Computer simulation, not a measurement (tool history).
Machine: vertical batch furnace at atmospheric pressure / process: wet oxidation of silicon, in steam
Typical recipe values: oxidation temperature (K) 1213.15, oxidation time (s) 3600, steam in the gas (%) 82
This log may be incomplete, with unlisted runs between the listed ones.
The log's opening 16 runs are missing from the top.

run	hour	oxidation temperature (K)	oxidation time (s)	steam in the gas (%)	wafers since the last listed run	hours since the last temperature calibration	hours since the steam generator was serviced	hours since the gauge calibration	read-back reference wafer on the same gauge, thickness	oxide thickness on the monitor wafer (nm)
17	358.4	1213.15	4590	90	216	102.9	1097.3	587.6	179.14	287.07
18	379.9	1213.15	3600	71	318	124.4	1118.8	609.1	178.95	195.46
19	413.3	1231.15	2970	78	494	157.8	1152.2	642.5	178.97	218.67
# hour 421.4: gauge calibrated
20	446.8	1213.15	4890	82	496	191.3	1185.7	25.4	179.03	279.37
21	472.5	1235.15	2580	85	380	217.0	1211.4	51.1	178.91	217.85
22	502.0	1213.15	4110	82	437	246.5	1240.9	80.6	179.18	246.02
23	536.4	1194.15	3600	82	509	280.9	1275.3	115.0	178.82	183.51
24	556.8	1230.15	4380	82	302	301.3	1295.7	135.4	178.89	305.02
# hour 594.7: steam generator serviced
25	595.2	1213.15	2370	82	213	339.7	0.5	173.8	179.12	157.27
26	601.9	1213.15	3600	82	99	346.4	7.2	180.5	179.01	222.24
27	616.4	1213.15	3600	76	214	360.9	21.7	195.0	178.99	210.60
28	639.3	1213.15	3600	82	339	383.8	44.6	217.9	178.94	222.52
29	675.1	1213.15	2220	92	530	419.6	80.4	253.7	179.10	165.19
30	687.1	1191.15	5280	75	177	431.6	92.4	265.7	178.97	227.72
31	700.3	1213.15	3600	82	195	444.8	105.6	278.9	179.01	224.16
32	714.6	1213.15	3600	82	211	459.1	119.9	293.2	178.92	224.35
33	745.6	1213.15	3600	82	459	490.1	150.9	324.2	178.90	223.04
34	773.6	1234.15	4620	82	414	518.1	178.9	352.2	179.08	328.97
35	789.9	1234.15	4230	77	241	534.4	195.2	368.5	179.02	294.32
36	805.2	1197.15	2550	87	226	549.7	210.5	383.8	179.01	151.49
37	886.2	1213.15	3600	82	1200	630.7	291.5	464.8	179.03	222.75
38	904.8	1193.15	4170	91	275	649.3	310.1	483.4	179.03	225.24

Below are 4 alternative next runs, each starting from the tool's condition after run 38. Predict each:
A	908.9	1201.15	3600	82	60	653.4	314.2	487.5	?	?
B	908.9	1229.15	4110	82	60	653.4	314.2	487.5	?	?
C	908.9	1234.15	2610	82	60	653.4	314.2	487.5	?	?
D	908.9	1213.15	3600	89	60	653.4	314.2	487.5	?	?

run	read-back reference wafer on the same gauge, thickness	oxide thickness on the monitor wafer (nm)
A	178.92	200.25
B	178.92	291.29
C	178.92	215.87
D	178.92	240.60
Without the tool's unlogged condition, the same runs would have read:
run	oxide thickness on the monitor wafer (nm)
A	195.09
B	284.46
C	210.49
D	234.67
